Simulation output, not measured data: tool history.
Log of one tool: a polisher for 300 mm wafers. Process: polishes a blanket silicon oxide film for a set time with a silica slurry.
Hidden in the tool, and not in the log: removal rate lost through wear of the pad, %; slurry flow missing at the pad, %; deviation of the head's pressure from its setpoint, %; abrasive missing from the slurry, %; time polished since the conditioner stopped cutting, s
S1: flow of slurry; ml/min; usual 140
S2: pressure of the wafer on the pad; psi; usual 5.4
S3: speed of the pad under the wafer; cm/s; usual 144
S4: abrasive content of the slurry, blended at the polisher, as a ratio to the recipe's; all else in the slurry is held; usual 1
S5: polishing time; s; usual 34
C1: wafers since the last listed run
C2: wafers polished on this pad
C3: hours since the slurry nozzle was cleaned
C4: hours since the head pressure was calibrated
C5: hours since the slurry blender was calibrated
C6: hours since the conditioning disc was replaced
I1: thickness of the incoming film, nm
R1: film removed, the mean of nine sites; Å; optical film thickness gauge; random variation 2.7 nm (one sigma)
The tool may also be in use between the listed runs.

Run 1, day 0: usual settings but S4 1.2; C1 0; C2 2871; C3 413.3; C4 177.7; C5 206.8; C6 206.3; I1 1562.9. Result: R1 2096 Å.
Run 2, day 2.975: usual settings; C1 514; C2 3386; C3 484.7; C4 249.1; C5 278.2; C6 277.7; I1 1581.3. Result: R1 1925 Å.
Run 3, day 7.317: usual settings; C1 751; C2 4137; C3 588.9; C4 353.3; C5 382.4; C6 381.9; I1 1600.1. Result: R1 1794 Å.
At day 8.983: worn pad replaced by a new one.
Run 4, day 11.025: usual settings; C1 612; C2 353; C3 677.9; C4 442.3; C5 471.4; C6 470.9; I1 1593. Result: R1 1777 Å.
At day 13.688: slurry nozzle cleaned.
Run 5, day 15.038: usual settings but S4 1.15, S5 46 s; C1 687; C2 1040; C3 32.4; C4 538.6; C5 567.7; C6 567.2; I1 1598.4. Result: R1 2578 Å.
At day 15.504: slurry blender recalibrated.
At day 15.504: conditioning disc replaced and pad reconditioned.
Run 6, day 17.271: usual settings; C1 371; C2 1412; C3 86; C4 592.2; C5 42.4; C6 42.4; I1 1590.7. Result: R1 1930 Å.
Run 7, day 20.708: usual settings but S1 190 ml/min, S5 40 s; C1 594; C2 2006; C3 168.5; C4 674.7; C5 124.9; C6 124.9; I1 1589.4. Result: R1 2445 Å.
At day 24.808: head pressure recalibrated.
Run 8, day 25.196: usual settings but S2 4.9 psi, S4 0.9; C1 762; C2 2769; C3 276.2; C4 9.3; C5 232.6; C6 232.6; I1 1579.5. Result: R1 1732 Å.
Run 9, day 27.054: usual settings but S4 0.75; C1 321; C2 3090; C3 320.8; C4 53.9; C5 277.2; C6 277.2; I1 1599.7. Result: R1 1640 Å.
Run 10, day 29.071: usual settings but S2 3.5 psi, S4 1.2; C1 348; C2 3439; C3 369.2; C4 102.3; C5 325.6; C6 325.6; I1 1567.6. Result: R1 1509 Å.
Run 11, day 33.096: usual settings but S1 100 ml/min, S5 45 s; C1 696; C2 4136; C3 465.8; C4 198.9; C5 422.2; C6 422.2; I1 1598.9. Result: R1 2301 Å.
Run 12, day 36.904: usual settings but S3 166 cm/s, S4 0.85; C1 659; C2 4795; C3 557.2; C4 290.3; C5 513.6; C6 513.6; I1 1582.8. Result: R1 1833 Å.
Run 13, day 38.454: usual settings but S3 114 cm/s; C1 268; C2 5063; C3 594.4; C4 327.5; C5 550.8; C6 550.8; I1 1573.2. Result: R1 1519 Å.
At day 38.65: worn pad replaced by a new one.
Run 14, day 42.596: usual settings but S3 100 cm/s; C1 687; C2 682; C3 693.8; C4 426.9; C5 650.2; C6 650.2; I1 1594.1. Result: R1 1356 Å.
At day 43.679: slurry blender recalibrated.
At day 45.812: slurry nozzle cleaned.
Run 15, day 46.679: usual settings but S4 0.75; C1 684; C2 1367; C3 20.8; C4 524.9; C5 72; C6 748.2; I1 1569.3. Result: R1 1423 Å.
At day 47.258: conditioning disc replaced and pad reconditioned.
Run 16, day 49.446: usual settings; C1 464; C2 1832; C3 87.2; C4 591.3; C5 138.4; C6 52.5; I1 1586.4. Result: R1 1993 Å.
Run 17, day 51.55: usual settings but S1 155 ml/min, S3 110 cm/s, S4 1.15; C1 364; C2 2196; C3 137.7; C4 641.8; C5 188.9; C6 103; I1 1592.2. Result: R1 1680 Å.
Run 18, day 53.442: usual settings but S1 190 ml/min, S2 6.9 psi, S3 94 cm/s; C1 327; C2 2523; C3 183.1; C4 687.2; C5 234.3; C6 148.4; I1 1592.9. Result: R1 1815 Å.
Run 19, day 57.754: usual settings but S2 7.1 psi, S3 176 cm/s; C1 746; C2 3269; C3 286.6; C4 790.7; C5 337.8; C6 251.9; I1 1602.5. Result: R1 2826 Å.
Run 20, day 59.546: usual settings but S2 6.4 psi, S3 162 cm/s; C1 310; C2 3579; C3 329.6; C4 833.7; C5 380.8; C6 294.9; I1 1573.3. Result: R1 2367 Å.
At day 62.133: head pressure recalibrated.
Run 21, day 63.262: usual settings but S2 3.7 psi, S4 0.9, S5 38 s; C1 628; C2 4208; C3 418.8; C4 27.1; C5 470; C6 384.1; I1 1581.9. Result: R1 1484 Å.
At day 64.308: worn pad replaced by a new one.
Run 22, day 64.779: usual settings but S3 102 cm/s; C1 233; C2 81; C3 455.2; C4 63.5; C5 506.4; C6 420.5; I1 1600.9. Result: R1 1442 Å.
At day 71.817: slurry nozzle cleaned.
At day 73.525: slurry blender recalibrated.
Run 23, day 75.6: usual settings; C1 1850; C2 1932; C3 90.8; C4 323.2; C5 49.8; C6 680.2; I1 1597. Result: R1 1739 Å.
Run 24, day 77.338: usual settings; C1 300; C2 2232; C3 132.5; C4 364.9; C5 91.5; C6 721.9; I1 1561.2. Result: R1 1699 Å.
At day 77.721: conditioning disc replaced and pad reconditioned.
Run 25, day 79.05: usual settings but S1 125 ml/min, S4 1.2, S5 41 s; C1 281; C2 2514; C3 173.6; C4 406; C5 132.6; C6 31.9; I1 1604. Result: R1 2578 Å.

The tool's hidden state at each run:
removal rate lost through wear of the pad, %: 0 in every run
slurry flow missing at the pad, %: 0 in every run
deviation of the head's pressure from its setpoint, %: 0 in every run
abrasive missing from the slurry, %: 0 in every run
H1: time polished since the conditioner stopped cutting, s
run    H1
  1  31.8
  2  39.8
  3  55.7
  4  73.3
  5  96.4
  6  7.03
  7  10.2
  8  19.1
  9  24.4
 10  31.2
 11  47.9
 12  67.7
 13  76.8
 14   104
 15   136
 16  8.24
 17  10.1
 18  12.7
 19  22.3
 20  27.7
 21  41.8
 22  48.5
 23   115
 24   128
 25  9.41

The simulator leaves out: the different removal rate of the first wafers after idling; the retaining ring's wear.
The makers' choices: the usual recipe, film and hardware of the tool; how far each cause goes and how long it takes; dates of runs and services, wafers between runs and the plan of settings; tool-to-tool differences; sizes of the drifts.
